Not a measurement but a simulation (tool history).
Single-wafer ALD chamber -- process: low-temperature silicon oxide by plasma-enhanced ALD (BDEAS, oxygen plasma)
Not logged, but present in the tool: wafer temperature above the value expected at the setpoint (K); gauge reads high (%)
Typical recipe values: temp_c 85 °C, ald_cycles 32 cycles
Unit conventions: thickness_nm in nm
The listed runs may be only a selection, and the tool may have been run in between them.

run,hour,temp_c,ald_cycles,wafers since the last listed run,hours since the last thermocouple change,hours since the gauge calibration,"read-back reference wafer on the same gauge, thickness_nm",thickness_nm
1,0,85,28,0,1037.4,653.4,6.146,4.771
2,100.2,85,28,843,1137.6,753.6,6.138,4.775
3,207.4,96,32,902,1244.8,860.8,6.135,5.241
4,300.6,96,32,784,1338,954,6.14,5.212
5,363.4,85,33,528,1400.8,1016.8,6.137,5.54
6,400.5,85,33,312,1437.9,1053.9,6.139,5.616
7,443.4,85,32,361,1480.8,1096.8,6.135,5.423
8,529.7,85,32,726,1567.1,1183.1,6.139,5.379
9,625,73,32,801,1662.4,1278.4,6.15,5.637
10,688,73,32,530,1725.4,1341.4,6.137,5.651
11,741.4,73,32,449,1778.8,1394.8,6.142,5.636
12,777.9,85,36,307,1815.3,1431.3,6.137,6.082
13,855.6,85,36,653,1893,1509,6.133,6.108
14,942.5,78,32,731,1979.9,1595.9,6.148,5.474
15,982.4,85,32,335,2019.8,1635.8,6.14,5.336
16,1057.7,71,32,633,2095.1,1711.1,6.144,5.673
17,1129,85,32,600,2166.4,1782.4,6.141,5.358
18,1174.8,85,32,385,2212.2,1828.2,6.137,5.311
# hour 1197.2: gauge calibrated
19,1264.1,73,37,751,2301.5,66.9,6.134,6.48
# hour 1294: thermocouple changed; heater temperature recalibrated
20,1322.8,100,26,426,28.8,125.6,6.143,4.223
21,1393.1,76,30,591,99.1,195.9,6.138,5.308
22,1556.7,92,32,1376,262.7,359.5,6.145,5.373
23,1632.8,85,32,640,338.8,435.6,6.138,5.487
24,1687.4,76,37,459,393.4,490.2,6.147,6.538
25,1726.3,85,32,327,432.3,529.1,6.147,5.518
26,1825.9,71,29,838,531.9,628.7,6.14,5.275
27,1910.2,85,32,709,616.2,713,6.134,5.525
28,2015.4,76,32,885,721.4,818.2,6.138,5.659

Consider 3 possible next runs. They are alternatives, not a sequence: every one starts from the tool as it was left by run 28. What does each give?
A,2015.9,85,27,4,721.9,818.7,?,?
B,2015.9,74,32,4,721.9,818.7,?,?
C,2015.9,91,27,4,721.9,818.7,?,?

run,"read-back reference wafer on the same gauge, thickness_nm",thickness_nm
A,6.131,4.609
B,6.131,5.691
C,6.131,4.504
What these runs would have given with no unlogged condition in the tool:
run,thickness_nm
A,4.62
B,5.703
C,4.515

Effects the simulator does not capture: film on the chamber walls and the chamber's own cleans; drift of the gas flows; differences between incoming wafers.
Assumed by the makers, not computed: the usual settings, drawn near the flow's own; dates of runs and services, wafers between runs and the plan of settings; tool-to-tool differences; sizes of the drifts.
